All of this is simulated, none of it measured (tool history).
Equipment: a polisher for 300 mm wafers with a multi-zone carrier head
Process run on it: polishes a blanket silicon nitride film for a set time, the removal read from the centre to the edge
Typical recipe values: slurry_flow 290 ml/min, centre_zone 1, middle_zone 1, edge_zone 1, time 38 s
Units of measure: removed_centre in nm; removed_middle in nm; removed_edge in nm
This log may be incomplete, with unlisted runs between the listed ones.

run,hour,slurry_flow,centre_zone,middle_zone,edge_zone,time,wafers since the last listed run,wafers polished on this pad,hours since the slurry nozzle was cleaned,hours since the centre zone pressure was calibrated,hours since the edge zone pressure was calibrated,hours since the carrier head's membrane was replaced,"incoming thickness of the incoming film, nm",removed_centre,removed_middle,removed_edge
1,0,290,1.06,0.92,1,38,0,65,587.7,943.2,259.5,1684.9,636.2,71,58.1,62.3
2,35.8,290,1,1,1,38,478,543,623.5,979,295.3,1720.7,620.9,67.6,62.9,63.3
3,62.2,290,1,1,1,38,352,896,649.9,1005.4,321.7,1747.1,630.1,66.7,62.8,62.6
# hour 98: carrier head's membrane replaced by a new one
4,121.7,290,1,1,1,38,728,1625,709.4,1064.9,381.2,23.7,630.1,68.4,61.8,62.4
5,150.8,290,1,1,1,38,389,2014,738.5,1094,410.3,52.8,626.4,68.2,62.9,62
# hour 166: worn pad replaced by a new one
6,179.9,290,1.08,1,0.97,38,335,185,767.6,1123.1,439.4,81.9,622.7,74.3,61.9,62.9
7,211.8,290,1.08,1,0.97,38,426,612,799.5,1155,471.3,113.8,624.2,75.1,61.1,64
8,262.8,195,1,1,0.92,38,681,1293,850.5,1206,522.3,164.8,627.2,64.5,59.4,59.6
# hour 267.5: edge zone pressure recalibrated
9,278.3,290,1,1,1,44,180,1474,866,1221.5,10.8,180.3,643.3,82.1,71.7,71.7
10,312,290,1,1,1,38,450,1924,899.7,1255.2,44.5,214,633.9,69.9,63.6,61.9
# hour 324.6: slurry nozzle cleaned
# hour 341: worn pad replaced by a new one
11,346,290,1,1,1,38,387,67,21.4,1289.2,78.5,248,631.2,70.1,62.1,62.4
12,369.7,290,1,1,0.97,34,316,384,45.1,1312.9,102.2,271.7,622.8,62.9,56.1,55.6
13,393.1,235,1,1,1,38,312,696,68.5,1336.3,125.6,295.1,632.4,69.2,59.2,62.3
14,414.4,365,1,1,1,28,284,981,89.8,1357.6,146.9,316.4,630.7,54.4,47.6,46.5
# hour 428.8: centre zone pressure recalibrated
15,446.6,350,1,1,1,30,403,1385,122,17.8,179.1,348.6,640,50.1,49.7,51.8
16,474.2,245,1,1,1,25,368,1754,149.6,45.4,206.7,376.2,630.4,40.1,40.2,40.7
17,495,350,1,1,1,30,278,2032,170.4,66.2,227.5,397,620.9,51.1,48.9,50.1
# hour 518.6: worn pad replaced by a new one
18,519.1,345,1,0.89,1.08,38,268,6,194.5,90.3,251.6,421.1,634.9,64.8,57.6,65.9
19,540.4,290,1.07,1,1,38,284,291,215.8,111.6,272.9,442.4,626.7,68.9,61.6,64.4
20,575,290,1,1,1,38,462,754,250.4,146.2,307.5,477,635.4,63,61.4,61.1
21,593.6,290,1,1,0.93,38,248,1002,269,164.8,326.1,495.6,635.9,63.6,61,61.6
22,609.4,255,1,1,1,38,211,1214,284.8,180.6,341.9,511.4,621.4,63.1,61.9,62.3
23,637.7,290,1,1,1,38,378,1592,313.1,208.9,370.2,539.7,640.9,64.2,61.9,63.2

3 options for the next run, each taken on its own from the tool as it stands now. Forecast them:
A,638.1,290,1,1,1,38,5,1597,313.5,209.3,370.6,540.1,637.9,?,?,?
B,638.1,200,0.96,1,0.89,38,5,1597,313.5,209.3,370.6,540.1,637.9,?,?,?
C,638.1,290,0.93,1.07,1.09,41,5,1597,313.5,209.3,370.6,540.1,637.9,?,?,?

run,removed_centre,removed_middle,removed_edge
A,63.2,62.5,64.1
B,57.6,59.7,59.2
C,63.4,71.4,71.6
What these runs would have given with no unlogged condition in the tool:
run,removed_centre,removed_middle,removed_edge
A,62.9,62.5,64.1
B,57.3,59.7,59.2
C,63.1,71.4,71.6
